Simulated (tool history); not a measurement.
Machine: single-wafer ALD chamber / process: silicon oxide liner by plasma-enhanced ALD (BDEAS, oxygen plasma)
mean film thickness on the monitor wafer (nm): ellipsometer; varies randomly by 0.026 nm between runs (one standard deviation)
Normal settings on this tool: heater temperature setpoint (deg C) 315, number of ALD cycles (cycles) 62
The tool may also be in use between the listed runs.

run    hour  heater temperature setpoint (deg C)  number of ALD cycles (cycles)  wafers since the last listed run  hours since the last thermocouple change  hours since the gauge calibration  read-back reference wafer on the same gauge, thickness_nm  mean film thickness on the monitor wafer (nm)
  1     0.0                                  315                             62                                 0                                    1375.1                             1182.4                                                      4.872                                          5.646
  2    90.0                                  315                             62                               546                                    1465.1                             1272.4                                                      4.864                                          5.649
       94.4  -- gauge calibrated
  3   164.9                                  315                             62                               454                                    1540.0                               70.5                                                      4.867                                          5.634
  4   223.7                                  315                             62                               356                                    1598.8                              129.3                                                      4.881                                          5.654
  5   286.6                                  315                             62                               381                                    1661.7                              192.2                                                      4.876                                          5.645
  6   337.3                                  315                             62                               307                                    1712.4                              242.9                                                      4.880                                          5.640
  7   420.3                                  315                             62                               503                                    1795.4                              325.9                                                      4.868                                          5.628
  8   473.4                                  315                             62                               322                                    1848.5                              379.0                                                      4.873                                          5.696
  9   566.0                                  315                             62                               561                                    1941.1                              471.6                                                      4.867                                          5.627
 10   614.2                                  315                             62                               292                                    1989.3                              519.8                                                      4.873                                          5.648
 11   664.1                                  315                             62                               302                                    2039.2                              569.7                                                      4.873                                          5.632
 12   743.4                                  315                             62                               481                                    2118.5                              649.0                                                      4.883                                          5.617
 13   784.2                                  325                             62                               247                                    2159.3                              689.8                                                      4.873                                          5.550
 14   840.2                                  325                             62                               339                                    2215.3                              745.8                                                      4.864                                          5.601
 15   877.5                                  312                             62                               226                                    2252.6                              783.1                                                      4.865                                          5.654
 16   930.1                                  312                             62                               319                                    2305.2                              835.7                                                      4.859                                          5.680
 17  1032.8                                  306                             55                               623                                    2407.9                              938.4                                                      4.884                                          5.092

Run 18 has not been measured yet. What should we expect?
 18  1079.4                                  315                             62                               282                                    2454.5                              985.0                                                          ?                                              ?

For run 18 the tool returned read-back reference wafer on the same gauge, thickness_nm 4.884, mean film thickness on the monitor wafer (nm) 5.667.
Take away the tool's hidden state, keep the run-to-run variation as it was, and the same run would have given mean film thickness on the monitor wafer (nm) 5.667.
